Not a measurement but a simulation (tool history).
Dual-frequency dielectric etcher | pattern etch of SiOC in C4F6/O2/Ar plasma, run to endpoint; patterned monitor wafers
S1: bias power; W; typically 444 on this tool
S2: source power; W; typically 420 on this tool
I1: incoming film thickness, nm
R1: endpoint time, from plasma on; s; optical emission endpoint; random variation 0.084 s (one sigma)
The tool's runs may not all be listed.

| run | hour | S1 | S2 | I1 | R1 |
|---|---|---|---|---|---|
| 1 | 0.0 | 444 | 420 | 30.09 | 10.5 |
| 2 | 36.0 | 444 | 420 | 29.86 | 10.5 |
| 3 | 134.0 | 444 | 420 | 29.82 | 10.3 |
| 4 | 201.4 | 444 | 420 | 29.90 | 10.4 |
|  | 291.4 | wet clean of the chamber |
| 5 | 291.9 | 421 | 420 | 29.71 | 11.5 |
| 6 | 334.5 | 524 | 420 | 30.02 | 10.7 |
| 7 | 439.6 | 524 | 420 | 29.80 | 10.5 |
|  | 527.6 | wet clean of the chamber, repeated, since the last time left the tool worse |
| 8 | 529.7 | 524 | 420 | 29.80 | 9.9 |
| 9 | 617.9 | 444 | 450 | 29.66 | 10.0 |
| 10 | 703.6 | 472 | 490 | 30.03 | 9.6 |
|  | 753.2 | source power generator calibrated |
|  | 768.6 | upper electrode replaced |
| 11 | 797.7 | 377 | 420 | 29.59 | 10.9 |

Run 12 has not been measured yet. What should we expect?
|  | 867.0 | wet clean of the chamber |
| 12 | 867.5 | 444 | 420 | 29.61 | ? |

{"run 12": {"R1": 10.5}}
If the tool had no hidden condition, the same run with the same run-to-run variation would have returned R1 10.5 s.

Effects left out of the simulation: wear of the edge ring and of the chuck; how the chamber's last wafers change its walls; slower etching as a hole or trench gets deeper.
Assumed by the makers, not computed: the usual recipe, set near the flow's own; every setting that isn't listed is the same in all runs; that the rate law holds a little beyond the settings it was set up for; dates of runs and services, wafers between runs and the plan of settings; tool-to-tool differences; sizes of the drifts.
